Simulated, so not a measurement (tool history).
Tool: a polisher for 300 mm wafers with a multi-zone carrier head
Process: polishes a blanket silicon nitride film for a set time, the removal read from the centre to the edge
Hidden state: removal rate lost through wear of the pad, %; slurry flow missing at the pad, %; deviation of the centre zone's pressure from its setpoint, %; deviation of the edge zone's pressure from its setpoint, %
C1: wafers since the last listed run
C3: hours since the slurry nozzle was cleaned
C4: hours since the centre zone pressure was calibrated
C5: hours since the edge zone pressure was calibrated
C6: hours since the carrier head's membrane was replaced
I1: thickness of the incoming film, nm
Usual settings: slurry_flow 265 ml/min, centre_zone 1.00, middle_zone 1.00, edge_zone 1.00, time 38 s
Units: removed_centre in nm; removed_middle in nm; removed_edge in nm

{"run": 1, "day": 0.0, "slurry_flow": 300, "centre_zone": 1.0, "middle_zone": 1.0, "edge_zone": 1.0, "time": 50, "C1": 0, "wafers polished on this pad": 482, "C3": 148.8, "C4": 421.6, "C5": 93.8, "C6": 1541.4, "I1": 589.4, "removed_centre": 119.1, "removed_middle": 118.0, "removed_edge": 121.0}
{"run": 2, "day": 0.517, "slurry_flow": 215, "centre_zone": 1.11, "middle_zone": 1.0, "edge_zone": 1.0, "time": 49, "C1": 77, "wafers polished on this pad": 559, "C3": 161.2, "C4": 434.0, "C5": 106.2, "C6": 1553.8, "I1": 606.6, "removed_centre": 124.9, "removed_middle": 111.4, "removed_edge": 111.6}
{"run": 3, "day": 0.825, "slurry_flow": 265, "centre_zone": 1.0, "middle_zone": 1.0, "edge_zone": 1.12, "time": 38, "C1": 46, "wafers polished on this pad": 605, "C3": 168.6, "C4": 441.4, "C5": 113.6, "C6": 1561.2, "I1": 595.5, "removed_centre": 89.5, "removed_middle": 90.5, "removed_edge": 95.7}
{"day": 1.317, "done": "centre zone pressure recalibrated"}
{"run": 4, "day": 1.446, "slurry_flow": 345, "centre_zone": 0.97, "middle_zone": 1.0, "edge_zone": 1.0, "time": 38, "C1": 80, "wafers polished on this pad": 685, "C3": 183.5, "C4": 3.1, "C5": 128.5, "C6": 1576.1, "I1": 607.7, "removed_centre": 89.3, "removed_middle": 92.3, "removed_edge": 90.4}
{"run": 5, "day": 1.879, "slurry_flow": 265, "centre_zone": 1.0, "middle_zone": 1.07, "edge_zone": 0.93, "time": 38, "C1": 64, "wafers polished on this pad": 750, "C3": 193.9, "C4": 13.5, "C5": 138.9, "C6": 1586.5, "I1": 600.4, "removed_centre": 86.8, "removed_middle": 95.7, "removed_edge": 86.4}
{"run": 6, "day": 2.25, "slurry_flow": 235, "centre_zone": 1.0, "middle_zone": 1.0, "edge_zone": 0.89, "time": 27, "C1": 55, "wafers polished on this pad": 805, "C3": 202.8, "C4": 22.4, "C5": 147.8, "C6": 1595.4, "I1": 597.1, "removed_centre": 62.9, "removed_middle": 61.8, "removed_edge": 60.3}
{"day": 2.538, "done": "slurry nozzle cleaned"}
{"run": 7, "day": 2.558, "slurry_flow": 265, "centre_zone": 1.0, "middle_zone": 1.0, "edge_zone": 1.0, "time": 38, "C1": 39, "wafers polished on this pad": 845, "C3": 0.5, "C4": 29.8, "C5": 155.2, "C6": 1602.8, "I1": 604.1, "removed_centre": 95.3, "removed_middle": 94.9, "removed_edge": 94.4}
{"run": 8, "day": 3.05, "slurry_flow": 265, "centre_zone": 1.0, "middle_zone": 1.0, "edge_zone": 1.0, "time": 38, "C1": 73, "wafers polished on this pad": 919, "C3": 12.3, "C4": 41.6, "C5": 167.0, "C6": 1614.6, "I1": 600.4, "removed_centre": 91.5, "removed_middle": 93.6, "removed_edge": 94.2}
{"run": 9, "day": 3.479, "slurry_flow": 265, "centre_zone": 1.0, "middle_zone": 1.0, "edge_zone": 1.0, "time": 38, "C1": 64, "wafers polished on this pad": 983, "C3": 22.6, "C4": 51.9, "C5": 177.3, "C6": 1624.9, "I1": 611.6, "removed_centre": 91.8, "removed_middle": 92.0, "removed_edge": 93.4}
{"day": 4.133, "done": "carrier head's membrane replaced by a new one"}
{"run": 10, "day": 4.154, "slurry_flow": 265, "centre_zone": 1.11, "middle_zone": 1.0, "edge_zone": 1.0, "time": 38, "C1": 69, "wafers polished on this pad": 1052, "C3": 38.8, "C4": 68.1, "C5": 193.5, "C6": 0.5, "I1": 594.9, "removed_centre": 99.6, "removed_middle": 93.4, "removed_edge": 91.4}
{"day": 4.558, "done": "worn pad replaced by a new one"}
{"run": 11, "day": 4.579, "slurry_flow": 265, "centre_zone": 1.0, "middle_zone": 0.92, "edge_zone": 1.0, "time": 38, "C1": 38, "wafers polished on this pad": 3, "C3": 49.0, "C4": 78.3, "C5": 203.7, "C6": 10.7, "I1": 613.0, "removed_centre": 91.2, "removed_middle": 84.8, "removed_edge": 93.0}
{"run": 12, "day": 4.896, "slurry_flow": 325, "centre_zone": 1.0, "middle_zone": 1.07, "edge_zone": 0.96, "time": 48, "C1": 47, "wafers polished on this pad": 50, "C3": 56.6, "C4": 85.9, "C5": 211.3, "C6": 18.3, "I1": 601.4, "removed_centre": 119.5, "removed_middle": 127.3, "removed_edge": 117.3}
{"run": 13, "day": 5.525, "slurry_flow": 265, "centre_zone": 1.0, "middle_zone": 1.0, "edge_zone": 0.93, "time": 44, "C1": 93, "wafers polished on this pad": 144, "C3": 71.7, "C4": 101.0, "C5": 226.4, "C6": 33.4, "I1": 603.5, "removed_centre": 105.2, "removed_middle": 106.5, "removed_edge": 102.6}
{"run": 14, "day": 6.033, "slurry_flow": 335, "centre_zone": 1.06, "middle_zone": 0.95, "edge_zone": 1.0, "time": 38, "C1": 75, "wafers polished on this pad": 220, "C3": 83.9, "C4": 113.2, "C5": 238.6, "C6": 45.6, "I1": 598.1, "removed_centre": 98.8, "removed_middle": 89.7, "removed_edge": 94.5}
{"run": 15, "day": 6.421, "slurry_flow": 265, "centre_zone": 0.94, "middle_zone": 1.0, "edge_zone": 1.0, "time": 48, "C1": 57, "wafers polished on this pad": 278, "C3": 93.2, "C4": 122.5, "C5": 247.9, "C6": 54.9, "I1": 599.0, "removed_centre": 106.5, "removed_middle": 113.3, "removed_edge": 112.5}
{"run": 16, "day": 6.912, "slurry_flow": 265, "centre_zone": 0.9, "middle_zone": 1.0, "edge_zone": 1.09, "time": 38, "C1": 73, "wafers polished on this pad": 351, "C3": 105.0, "C4": 134.3, "C5": 259.7, "C6": 66.7, "I1": 595.4, "removed_centre": 81.0, "removed_middle": 90.5, "removed_edge": 93.8}
{"run": 17, "day": 7.254, "slurry_flow": 305, "centre_zone": 1.0, "middle_zone": 1.0, "edge_zone": 1.0, "time": 38, "C1": 51, "wafers polished on this pad": 402, "C3": 113.2, "C4": 142.5, "C5": 267.9, "C6": 74.9, "I1": 599.6, "removed_centre": 91.3, "removed_middle": 94.6, "removed_edge": 92.2}
{"run": 18, "day": 7.971, "slurry_flow": 265, "centre_zone": 1.0, "middle_zone": 1.0, "edge_zone": 1.0, "time": 42, "C1": 107, "wafers polished on this pad": 509, "C3": 130.4, "C4": 159.7, "C5": 285.1, "C6": 92.1, "I1": 600.0, "removed_centre": 98.9, "removed_middle": 99.2, "removed_edge": 98.9}
{"run": 19, "day": 8.625, "slurry_flow": 265, "centre_zone": 1.0, "middle_zone": 0.95, "edge_zone": 1.0, "time": 26, "C1": 97, "wafers polished on this pad": 607, "C3": 146.1, "C4": 175.4, "C5": 300.8, "C6": 107.8, "I1": 607.6, "removed_centre": 61.5, "removed_middle": 57.8, "removed_edge": 61.7}
{"run": 20, "day": 9.058, "slurry_flow": 335, "centre_zone": 1.04, "middle_zone": 1.0, "edge_zone": 0.91, "time": 34, "C1": 64, "wafers polished on this pad": 672, "C3": 156.5, "C4": 185.8, "C5": 311.2, "C6": 118.2, "I1": 589.3, "removed_centre": 85.9, "removed_middle": 80.1, "removed_edge": 79.6}
{"run": 21, "day": 9.667, "slurry_flow": 265, "centre_zone": 1.0, "middle_zone": 1.0, "edge_zone": 1.0, "time": 38, "C1": 90, "wafers polished on this pad": 763, "C3": 171.1, "C4": 200.4, "C5": 325.8, "C6": 132.8, "I1": 596.8, "removed_centre": 90.1, "removed_middle": 90.1, "removed_edge": 91.1}
{"run": 22, "day": 10.154, "slurry_flow": 300, "centre_zone": 1.0, "middle_zone": 1.04, "edge_zone": 0.88, "time": 38, "C1": 72, "wafers polished on this pad": 835, "C3": 182.8, "C4": 212.1, "C5": 337.5, "C6": 144.5, "I1": 594.5, "removed_centre": 90.7, "removed_middle": 93.7, "removed_edge": 84.6}

What the log doesn't show, run by run:
removal rate lost through wear of the pad, %: 0 in every run
deviation of the centre zone's pressure from its setpoint, %: 0 in every run
deviation of the edge zone's pressure from its setpoint, %: 0 in every run
H1: slurry flow missing at the pad, %
run=1 H1=35.6
run=2 H1=36.5
run=3 H1=37
run=4 H1=37.9
run=5 H1=38.4
run=6 H1=38.8
run=7 H1=2.89
run=8 H1=8.56
run=9 H1=12.9
run=10 H1=18.7
run=11 H1=21.7
run=12 H1=23.8
run=13 H1=27.4
run=14 H1=29.8
run=15 H1=31.4
run=16 H1=33.2
run=17 H1=34.3
run=18 H1=36.3
run=19 H1=37.8
run=20 H1=38.6
run=21 H1=39.6
run=22 H1=40.3
